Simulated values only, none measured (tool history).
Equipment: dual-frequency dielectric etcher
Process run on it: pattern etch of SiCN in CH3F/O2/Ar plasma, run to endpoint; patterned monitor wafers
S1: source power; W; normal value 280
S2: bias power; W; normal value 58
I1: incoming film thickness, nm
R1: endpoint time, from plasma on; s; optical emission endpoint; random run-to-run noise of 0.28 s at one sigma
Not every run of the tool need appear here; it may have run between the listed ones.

run    hour   S1  S2     I1    R1
  1     0.0  280  58  12.18  37.3
  2    86.5  280  58  12.26  37.4
  3   136.8  280  58  12.44  37.6
      181.4  -- wet clean of the chamber
  4   181.9  280  58  12.24  37.2
  5   245.8  280  58  12.33  37.4
  6   296.3  280  58  12.35  37.5
  7   381.5  280  58  12.30  37.4
  8   479.6  280  58  12.25  37.2
  9   582.7  230  58  12.35  40.1
      655.3  -- wet clean of the chamber
 10   685.7  230  58  12.35  40.7
 11   729.3  230  58  12.40  40.0
      795.9  -- upper electrode replaced
 12   796.4  280  58  12.21  37.1
 13   830.7  280  58  12.24  36.4
 14   904.7  330  58  12.23  34.6
 15   943.5  330  58  12.29  35.2
     1041.5  -- wet clean of the chamber
 16  1044.2  280  65  12.32  36.0
 17  1115.8  240  64  12.40  38.5
 18  1217.1  320  51  12.35  37.2
 19  1280.5  280  58  12.33  37.4
     1357.2  -- bias power generator calibrated
 20  1360.2  280  58  12.31  37.0
 21  1467.0  340  68  12.21  32.5
     1495.4  -- wet clean of the chamber
 22  1535.3  280  58  12.32  37.2
 23  1605.0  310  48  12.31  38.3
 24  1680.2  280  58  12.27  37.2
 25  1719.8  240  48  12.33  42.5
     1764.6  -- source power generator calibrated
 26  1779.7  280  45  12.26  40.7
 27  1851.8  280  58  12.31  37.3
 28  1938.4  320  63  12.19  34.4
     2005.6  -- wet clean of the chamber
 29  2016.4  320  51  12.44  37.5
 30  2084.1  280  64  12.19  35.5

The next listed run, before its measurement:
 31  2175.0  280  47  12.43   ?

R1: 41.1 s
With the hidden condition absent and the run-to-run variation left alone, this run would have shown R1 41.1 s.

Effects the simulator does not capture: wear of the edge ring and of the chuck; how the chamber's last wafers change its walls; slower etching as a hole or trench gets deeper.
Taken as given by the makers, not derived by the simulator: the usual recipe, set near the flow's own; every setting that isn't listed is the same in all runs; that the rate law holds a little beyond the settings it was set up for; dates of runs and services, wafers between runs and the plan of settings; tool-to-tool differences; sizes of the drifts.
